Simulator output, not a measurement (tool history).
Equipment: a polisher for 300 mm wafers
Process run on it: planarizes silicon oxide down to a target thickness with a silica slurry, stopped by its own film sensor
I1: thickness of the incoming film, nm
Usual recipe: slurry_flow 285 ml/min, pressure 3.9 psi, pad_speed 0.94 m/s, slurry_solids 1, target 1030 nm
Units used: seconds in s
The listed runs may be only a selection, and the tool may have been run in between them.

{"run": 1, "day": 0.0, "slurry_flow": 285, "pressure": 3.9, "pad_speed": 0.94, "slurry_solids": 1, "target": 1030, "I1": 1238.9, "seconds": 107.8}
{"day": 0.696, "done": "slurry blender recalibrated"}
{"run": 2, "day": 0.917, "slurry_flow": 285, "pressure": 3.9, "pad_speed": 0.94, "slurry_solids": 1, "target": 1030, "I1": 1247.3, "seconds": 111.8}
{"day": 1.65, "done": "worn pad replaced by a new one"}
{"run": 3, "day": 2.35, "slurry_flow": 285, "pressure": 3.9, "pad_speed": 0.94, "slurry_solids": 1, "target": 1030, "I1": 1221.1, "seconds": 90.2}
{"day": 3.058, "done": "slurry nozzle cleaned"}
{"run": 4, "day": 3.225, "slurry_flow": 285, "pressure": 3.9, "pad_speed": 0.94, "slurry_solids": 1, "target": 1030, "I1": 1261.6, "seconds": 113.2}
{"run": 5, "day": 3.775, "slurry_flow": 285, "pressure": 4.9, "pad_speed": 1.08, "slurry_solids": 1, "target": 1030, "I1": 1238.7, "seconds": 75.2}
{"day": 4.438, "done": "head pressure recalibrated"}
{"run": 6, "day": 4.458, "slurry_flow": 285, "pressure": 4.9, "pad_speed": 1.08, "slurry_solids": 1, "target": 1030, "I1": 1235.5, "seconds": 75.8}
{"day": 5.508, "done": "conditioning disc replaced and pad reconditioned"}
{"run": 7, "day": 5.871, "slurry_flow": 285, "pressure": 3.9, "pad_speed": 0.94, "slurry_solids": 1, "target": 1062, "I1": 1235.5, "seconds": 88.8}
{"run": 8, "day": 6.504, "slurry_flow": 285, "pressure": 3.9, "pad_speed": 0.94, "slurry_solids": 1, "target": 1030, "I1": 1238.6, "seconds": 109.3}
{"run": 9, "day": 7.696, "slurry_flow": 285, "pressure": 3.9, "pad_speed": 0.94, "slurry_solids": 1, "target": 1030, "I1": 1245.6, "seconds": 114}
{"run": 10, "day": 8.479, "slurry_flow": 285, "pressure": 5.1, "pad_speed": 0.94, "slurry_solids": 1, "target": 1051, "I1": 1241.8, "seconds": 75}
{"run": 11, "day": 9.112, "slurry_flow": 285, "pressure": 3.9, "pad_speed": 0.94, "slurry_solids": 1, "target": 1030, "I1": 1243.9, "seconds": 112.4}
{"day": 9.292, "done": "worn pad replaced by a new one"}
{"run": 12, "day": 9.871, "slurry_flow": 285, "pressure": 5.1, "pad_speed": 0.94, "slurry_solids": 1, "target": 1051, "I1": 1251.2, "seconds": 68.6}
{"run": 13, "day": 10.983, "slurry_flow": 235, "pressure": 4.4, "pad_speed": 0.94, "slurry_solids": 1, "target": 980, "I1": 1250.1, "seconds": 117.8}
{"run": 14, "day": 12.412, "slurry_flow": 285, "pressure": 2.8, "pad_speed": 0.8, "slurry_solids": 1, "target": 1030, "I1": 1242.5, "seconds": 157.9}
{"run": 15, "day": 13.279, "slurry_flow": 285, "pressure": 3.4, "pad_speed": 1.1, "slurry_solids": 1, "target": 1093, "I1": 1235.9, "seconds": 73.1}
{"run": 16, "day": 14.742, "slurry_flow": 285, "pressure": 3.9, "pad_speed": 0.94, "slurry_solids": 1, "target": 1030, "I1": 1256.2, "seconds": 115.1}
{"run": 17, "day": 15.454, "slurry_flow": 380, "pressure": 3.4, "pad_speed": 0.94, "slurry_solids": 1, "target": 958, "I1": 1257.2, "seconds": 171}
{"day": 15.867, "done": "worn pad replaced by a new one"}
{"day": 16.108, "done": "conditioning disc replaced and pad reconditioned"}
{"run": 18, "day": 16.146, "slurry_flow": 285, "pressure": 3.9, "pad_speed": 1.22, "slurry_solids": 1, "target": 1050, "I1": 1240.2, "seconds": 73.7}
{"day": 17.904, "done": "slurry blender recalibrated"}
{"run": 19, "day": 19.129, "slurry_flow": 285, "pressure": 3.9, "pad_speed": 0.94, "slurry_solids": 1, "target": 1030, "I1": 1246.7, "seconds": 104.9}
{"run": 20, "day": 20.479, "slurry_flow": 285, "pressure": 4.5, "pad_speed": 0.94, "slurry_solids": 1, "target": 1098, "I1": 1213.9, "seconds": 51.8}
{"run": 21, "day": 21.962, "slurry_flow": 250, "pressure": 3.9, "pad_speed": 1.08, "slurry_solids": 0.9, "target": 962, "I1": 1239.6, "seconds": 135.1}
{"day": 22.271, "done": "worn pad replaced by a new one"}
{"run": 22, "day": 23.238, "slurry_flow": 285, "pressure": 3.9, "pad_speed": 0.94, "slurry_solids": 1, "target": 1100, "I1": 1217.9, "seconds": 55.7}
{"run": 23, "day": 23.9, "slurry_flow": 285, "pressure": 3.9, "pad_speed": 0.94, "slurry_solids": 1, "target": 1030, "I1": 1222.2, "seconds": 92.4}
{"run": 24, "day": 24.992, "slurry_flow": 285, "pressure": 3.9, "pad_speed": 0.94, "slurry_solids": 1, "target": 1030, "I1": 1217.3, "seconds": 95.9}
{"run": 25, "day": 26.246, "slurry_flow": 210, "pressure": 3.9, "pad_speed": 0.72, "slurry_solids": 1, "target": 1030, "I1": 1225.7, "seconds": 117.9}
{"run": 26, "day": 26.888, "slurry_flow": 235, "pressure": 4.4, "pad_speed": 0.94, "slurry_solids": 1, "target": 980, "I1": 1261.2, "seconds": 131.6}

3 options for the next run, each taken on its own from the tool as it stands now. Forecast them:
{"run": "A", "day": 26.904, "slurry_flow": 285, "pressure": 3.9, "pad_speed": 0.94, "slurry_solids": 1, "target": 959, "I1": 1230.1, "seconds": "?"}
{"run": "B", "day": 26.904, "slurry_flow": 325, "pressure": 3.9, "pad_speed": 0.94, "slurry_solids": 1, "target": 1030, "I1": 1230.1, "seconds": "?"}
{"run": "C", "day": 26.904, "slurry_flow": 350, "pressure": 3.5, "pad_speed": 1.04, "slurry_solids": 1, "target": 984, "I1": 1230.1, "seconds": "?"}

run=A seconds=141.8
run=B seconds=103.9
run=C seconds=134.6
The same runs, with their run-to-run variation unchanged, on a tool lacking any hidden condition would have given:
run=A seconds=119.2
run=B seconds=87.4
run=C seconds=113.2
